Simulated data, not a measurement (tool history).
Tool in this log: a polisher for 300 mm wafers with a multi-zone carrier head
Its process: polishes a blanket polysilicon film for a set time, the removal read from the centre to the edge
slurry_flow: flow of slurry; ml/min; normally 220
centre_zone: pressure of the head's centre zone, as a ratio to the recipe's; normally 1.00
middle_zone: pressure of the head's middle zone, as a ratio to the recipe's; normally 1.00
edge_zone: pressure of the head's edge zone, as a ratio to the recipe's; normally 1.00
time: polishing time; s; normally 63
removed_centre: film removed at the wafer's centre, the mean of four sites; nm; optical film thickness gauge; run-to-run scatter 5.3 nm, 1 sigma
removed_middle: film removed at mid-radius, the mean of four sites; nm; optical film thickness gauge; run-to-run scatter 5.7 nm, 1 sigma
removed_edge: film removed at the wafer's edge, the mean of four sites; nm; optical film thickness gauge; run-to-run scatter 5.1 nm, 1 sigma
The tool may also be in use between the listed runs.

| run | hour | slurry_flow | centre_zone | middle_zone | edge_zone | time | wafers since the last listed run | wafers polished on this pad | hours since the slurry nozzle was cleaned | hours since the centre zone pressure was calibrated | hours since the edge zone pressure was calibrated | hours since the carrier head's membrane was replaced | incoming thickness of the incoming film, nm | removed_centre | removed_middle | removed_edge |
|---|---|---|---|---|---|---|---|---|---|---|---|---|---|---|---|---|
| 1 | 0.0 | 220 | 1.00 | 1.00 | 1.00 | 63 | 0 | 2021 | 291.6 | 3.8 | 451.7 | 357.4 | 1565.3 | 425.4 | 449.4 | 446.6 |
|  | 67.1 | slurry nozzle cleaned |
| 2 | 85.6 | 220 | 1.00 | 1.00 | 1.00 | 63 | 1207 | 3228 | 18.5 | 89.4 | 537.3 | 443.0 | 1561.6 | 419.2 | 434.4 | 437.1 |
|  | 122.1 | worn pad replaced by a new one |
| 3 | 140.5 | 220 | 1.00 | 1.00 | 1.00 | 63 | 726 | 262 | 73.4 | 144.3 | 592.2 | 497.9 | 1555.4 | 469.9 | 477.8 | 486.2 |
| 4 | 222.4 | 220 | 1.00 | 1.00 | 1.00 | 63 | 1169 | 1431 | 155.3 | 226.2 | 674.1 | 579.8 | 1596.5 | 443.3 | 459.5 | 460.8 |
| 5 | 308.0 | 250 | 1.00 | 1.00 | 1.00 | 63 | 1221 | 2653 | 240.9 | 311.8 | 759.7 | 665.4 | 1566.7 | 427.5 | 450.3 | 441.8 |
|  | 358.1 | slurry nozzle cleaned |
| 6 | 396.8 | 220 | 1.00 | 1.00 | 1.00 | 63 | 1253 | 3906 | 38.7 | 400.6 | 848.5 | 754.2 | 1587.3 | 429.8 | 436.7 | 438.7 |
|  | 429.1 | worn pad replaced by a new one |
| 7 | 477.9 | 220 | 1.00 | 1.00 | 1.00 | 63 | 1100 | 697 | 119.8 | 481.7 | 929.6 | 835.3 | 1549.1 | 465.7 | 477.1 | 476.1 |
| 8 | 537.2 | 220 | 1.00 | 1.00 | 1.00 | 63 | 846 | 1543 | 179.1 | 541.0 | 988.9 | 894.6 | 1572.3 | 434.8 | 458.8 | 457.7 |
|  | 613.9 | carrier head's membrane replaced by a new one |
| 9 | 622.5 | 220 | 1.00 | 1.00 | 1.00 | 63 | 1146 | 2689 | 264.4 | 626.3 | 1074.2 | 8.6 | 1571.6 | 421.0 | 448.9 | 446.1 |
|  | 666.5 | slurry nozzle cleaned |
| 10 | 667.0 | 220 | 1.00 | 1.00 | 0.91 | 63 | 620 | 3310 | 0.5 | 670.8 | 1118.7 | 53.1 | 1559.5 | 419.7 | 446.5 | 420.2 |
|  | 730.5 | worn pad replaced by a new one |
| 11 | 759.7 | 220 | 1.00 | 1.00 | 1.00 | 63 | 1266 | 416 | 93.2 | 763.5 | 1211.4 | 145.8 | 1575.6 | 460.5 | 475.9 | 475.8 |
| 12 | 808.3 | 270 | 1.00 | 1.08 | 1.00 | 63 | 693 | 1110 | 141.8 | 812.1 | 1260.0 | 194.4 | 1566.7 | 451.9 | 483.9 | 465.7 |
| 13 | 893.1 | 220 | 1.00 | 1.00 | 1.00 | 63 | 1210 | 2321 | 226.6 | 896.9 | 1344.8 | 279.2 | 1553.1 | 422.5 | 436.8 | 439.2 |
|  | 987.2 | worn pad replaced by a new one |
| 14 | 990.6 | 190 | 1.00 | 1.00 | 1.00 | 55 | 1334 | 48 | 324.1 | 994.4 | 1442.3 | 376.7 | 1561.0 | 408.5 | 421.3 | 435.4 |
|  | 1028.3 | slurry nozzle cleaned |
|  | 1050.0 | centre zone pressure recalibrated |
| 15 | 1060.0 | 200 | 1.08 | 1.06 | 1.00 | 79 | 947 | 996 | 31.7 | 10.0 | 1511.7 | 446.1 | 1578.0 | 585.3 | 594.6 | 574.0 |
|  | 1149.1 | edge zone pressure recalibrated |
| 16 | 1157.8 | 270 | 1.00 | 1.08 | 1.00 | 63 | 1367 | 2364 | 129.5 | 107.8 | 8.7 | 543.9 | 1574.2 | 445.4 | 484.4 | 454.5 |
| 17 | 1214.9 | 285 | 1.00 | 1.04 | 1.08 | 74 | 815 | 3179 | 186.6 | 164.9 | 65.8 | 601.0 | 1571.1 | 507.4 | 536.6 | 539.6 |
|  | 1240.5 | worn pad replaced by a new one |
| 18 | 1267.4 | 220 | 1.06 | 1.00 | 1.00 | 52 | 692 | 383 | 239.1 | 217.4 | 118.3 | 653.5 | 1546.2 | 396.2 | 392.0 | 396.8 |
|  | 1340.7 | slurry nozzle cleaned |
| 19 | 1357.9 | 220 | 1.00 | 1.04 | 0.94 | 74 | 1277 | 1661 | 17.2 | 307.9 | 208.8 | 744.0 | 1548.0 | 513.5 | 550.9 | 514.5 |
| 20 | 1462.1 | 190 | 1.00 | 0.89 | 1.11 | 63 | 1487 | 3149 | 121.4 | 412.1 | 313.0 | 848.2 | 1604.1 | 418.0 | 395.0 | 458.8 |

Hidden state or all else? Some run-to-run changes of removed_centre, split into what the settings, what came in and random variation would give without the hidden state, and what is left for the hidden state (with any gauge scatter that isn't in both results):
Hidden state at play: removal rate lost through wear of the pad, %; slurry flow missing at the pad, %; deviation of the centre zone's pressure from its setpoint, %; deviation of the edge zone's pressure from its setpoint, %.
Run 13 -> 14: slurry_flow 220 -> 190, time 63 -> 55, worn pad replaced by a new one. removed_centre -14.0 nm: hidden state +50.8, all else -64.8.
Run 14 -> 15: slurry_flow 190 -> 200, centre_zone 1.00 -> 1.08, middle_zone 1.00 -> 1.06, time 55 -> 79, slurry nozzle cleaned, centre zone pressure recalibrated. removed_centre +176.8 nm: hidden state -41.7, all else +218.5.
Run 15 -> 16: slurry_flow 200 -> 270, centre_zone 1.08 -> 1.00, middle_zone 1.06 -> 1.08, time 79 -> 63, edge zone pressure recalibrated. removed_centre -139.9 nm: hidden state -9.5, all else -130.4.
Run 17 -> 18: slurry_flow 285 -> 220, centre_zone 1.00 -> 1.06, middle_zone 1.04 -> 1.00, edge_zone 1.08 -> 1.00, time 74 -> 52, worn pad replaced by a new one. removed_centre -111.2 nm: hidden state +53.9, all else -165.1.

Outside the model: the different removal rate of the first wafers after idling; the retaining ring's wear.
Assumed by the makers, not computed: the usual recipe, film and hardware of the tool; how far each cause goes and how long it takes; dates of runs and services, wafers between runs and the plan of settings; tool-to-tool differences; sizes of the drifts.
